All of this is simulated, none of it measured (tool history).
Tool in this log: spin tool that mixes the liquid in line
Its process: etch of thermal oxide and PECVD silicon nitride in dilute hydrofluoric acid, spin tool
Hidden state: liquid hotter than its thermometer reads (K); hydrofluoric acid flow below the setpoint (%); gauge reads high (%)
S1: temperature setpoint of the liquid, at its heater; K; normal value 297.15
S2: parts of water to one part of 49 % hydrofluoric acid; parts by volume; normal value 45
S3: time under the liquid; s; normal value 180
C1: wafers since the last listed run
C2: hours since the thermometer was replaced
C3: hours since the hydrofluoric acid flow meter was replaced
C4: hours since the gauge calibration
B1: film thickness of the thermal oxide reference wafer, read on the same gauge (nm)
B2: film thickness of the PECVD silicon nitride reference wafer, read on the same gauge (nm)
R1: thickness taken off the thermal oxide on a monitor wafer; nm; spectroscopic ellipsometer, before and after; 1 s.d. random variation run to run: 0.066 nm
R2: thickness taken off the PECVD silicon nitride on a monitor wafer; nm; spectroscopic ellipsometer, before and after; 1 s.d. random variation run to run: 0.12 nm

Run 1, hour 0.0: usual settings but S2 60 parts by volume; C1 0; C2 355.5; C3 251.0; C4 430.5; B1 70.00; B2 100.01. Result: R1 13.54 nm, R2 10.91 nm.
Run 2, hour 35.2: usual settings but S2 60 parts by volume; C1 177; C2 390.7; C3 286.2; C4 465.7; B1 69.98; B2 99.99. Result: R1 13.50 nm, R2 10.86 nm.
Run 3, hour 71.3: usual settings; C1 182; C2 426.8; C3 322.3; C4 501.8; B1 70.00; B2 100.03. Result: R1 18.31 nm, R2 14.20 nm.
Run 4, hour 109.9: usual settings; C1 195; C2 465.4; C3 360.9; C4 540.4; B1 69.99; B2 99.99. Result: R1 18.37 nm, R2 14.56 nm.
Run 5, hour 139.2: usual settings; C1 148; C2 494.7; C3 390.2; C4 569.7; B1 70.01; B2 99.99. Result: R1 18.38 nm, R2 14.63 nm.
Run 6, hour 173.4: usual settings; C1 172; C2 528.9; C3 424.4; C4 603.9; B1 70.01; B2 100.03. Result: R1 18.35 nm, R2 14.42 nm.
Run 7, hour 202.4: usual settings; C1 146; C2 557.9; C3 453.4; C4 632.9; B1 70.00; B2 100.02. Result: R1 18.34 nm, R2 14.36 nm.
At hour 223.6: thermometer replaced.
Run 8, hour 233.0: usual settings; C1 149; C2 9.4; C3 484.0; C4 663.5; B1 70.03; B2 100.02. Result: R1 17.97 nm, R2 13.96 nm.
Run 9, hour 271.4: usual settings; C1 194; C2 47.8; C3 522.4; C4 701.9; B1 69.97; B2 100.00. Result: R1 18.00 nm, R2 14.14 nm.
Run 10, hour 304.6: usual settings; C1 167; C2 81.0; C3 555.6; C4 735.1; B1 69.99; B2 100.00. Result: R1 18.01 nm, R2 14.24 nm.
Run 11, hour 363.8: usual settings; C1 299; C2 140.2; C3 614.8; C4 794.3; B1 70.02; B2 100.00. Result: R1 18.10 nm, R2 14.06 nm.
At hour 376.6: hydrofluoric acid flow meter replaced.
Run 12, hour 474.7: usual settings but S2 30 parts by volume; C1 555; C2 251.1; C3 98.1; C4 905.2; B1 70.01; B2 100.00. Result: R1 27.68 nm, R2 21.29 nm.
Run 13, hour 538.3: usual settings; C1 321; C2 314.7; C3 161.7; C4 968.8; B1 70.00; B2 99.98. Result: R1 18.14 nm, R2 14.22 nm.
At hour 543.8: gauge calibrated.
Run 14, hour 599.7: usual settings but S1 295.15 K, S2 60 parts by volume, S3 215 s; C1 310; C2 376.1; C3 223.1; C4 55.9; B1 70.02; B2 100.00. Result: R1 14.69 nm, R2 11.22 nm.
Run 15, hour 694.8: usual settings but S1 301.65 K, S2 35 parts by volume, S3 235 s; C1 480; C2 471.2; C3 318.2; C4 151.0; B1 69.99; B2 100.02. Result: R1 37.41 nm, R2 32.28 nm.
At hour 708.1: thermometer replaced.
Run 16, hour 765.3: usual settings but S1 301.65 K, S2 30 parts by volume, S3 85 s; C1 351; C2 57.2; C3 388.7; C4 221.5; B1 70.01; B2 100.00. Result: R1 15.62 nm, R2 13.31 nm.
Run 17, hour 827.5: usual settings; C1 314; C2 119.4; C3 450.9; C4 283.7; B1 70.03; B2 99.98. Result: R1 18.04 nm, R2 13.98 nm.
Run 18, hour 861.4: usual settings but S1 295.65 K, S2 30 parts by volume, S3 285 s; C1 171; C2 153.3; C3 484.8; C4 317.6; B1 70.04; B2 100.01. Result: R1 41.43 nm, R2 30.10 nm.
At hour 901.3: hydrofluoric acid flow meter replaced.
Run 19, hour 916.8: usual settings but S1 292.65 K, S2 65 parts by volume, S3 100 s; C1 274; C2 208.7; C3 15.5; C4 373.0; B1 70.00; B2 100.00. Result: R1 5.68 nm, R2 4.02 nm.
Run 20, hour 959.1: usual settings but S1 295.65 K, S2 30 parts by volume, S3 285 s; C1 213; C2 251.0; C3 57.8; C4 415.3; B1 69.96; B2 100.02. Result: R1 41.08 nm, R2 30.10 nm.
Run 21, hour 986.4: usual settings but S2 50 parts by volume; C1 137; C2 278.3; C3 85.1; C4 442.6; B1 69.98; B2 100.00. Result: R1 16.15 nm, R2 12.85 nm.
Run 22, hour 1045.1: usual settings but S1 299.65 K, S2 60 parts by volume, S3 225 s; C1 296; C2 337.0; C3 143.8; C4 501.3; B1 70.00; B2 100.00. Result: R1 18.38 nm, R2 15.97 nm.
Run 23, hour 1075.4: usual settings but S1 293.65 K, S3 110 s; C1 153; C2 367.3; C3 174.1; C4 531.6; B1 70.00; B2 100.01. Result: R1 9.59 nm, R2 6.87 nm.
Run 24, hour 1126.8: usual settings; C1 259; C2 418.7; C3 225.5; C4 583.0; B1 70.01; B2 99.99. Result: R1 18.27 nm, R2 14.29 nm.

Alternative continuations, all from the tool just after run 24; predict every row:
Run A, hour 1127.3: usual settings; C1 2; C2 419.2; C3 226.0; C4 583.5; B1 ?; B2 ?. Result: R1 ?, R2 ?.
Run B, hour 1127.3: usual settings but S1 294.15 K, S2 60 parts by volume, S3 265 s; C1 2; C2 419.2; C3 226.0; C4 583.5; B1 ?; B2 ?. Result: R1 ?, R2 ?.
Run C, hour 1127.3: usual settings but S1 294.65 K, S3 215 s; C1 2; C2 419.2; C3 226.0; C4 583.5; B1 ?; B2 ?. Result: R1 ?, R2 ?.
Run D, hour 1127.3: usual settings but S1 293.15 K, S2 50 parts by volume, S3 260 s; C1 2; C2 419.2; C3 226.0; C4 583.5; B1 ?; B2 ?. Result: R1 ?, R2 ?.

run     B1     B2     R1     R2
  A  70.02  99.99  18.36  14.38
  B  70.02  99.99  17.56  13.04
  C  70.02  99.99  19.77  14.50
  D  70.02  99.99  20.07  14.27
Stripped of hidden state, with their random variation kept, the same runs would have yielded:
run     R1     R2
  A  18.04  13.97
  B  17.25  12.66
  C  19.42  14.07
  D  19.71  13.85
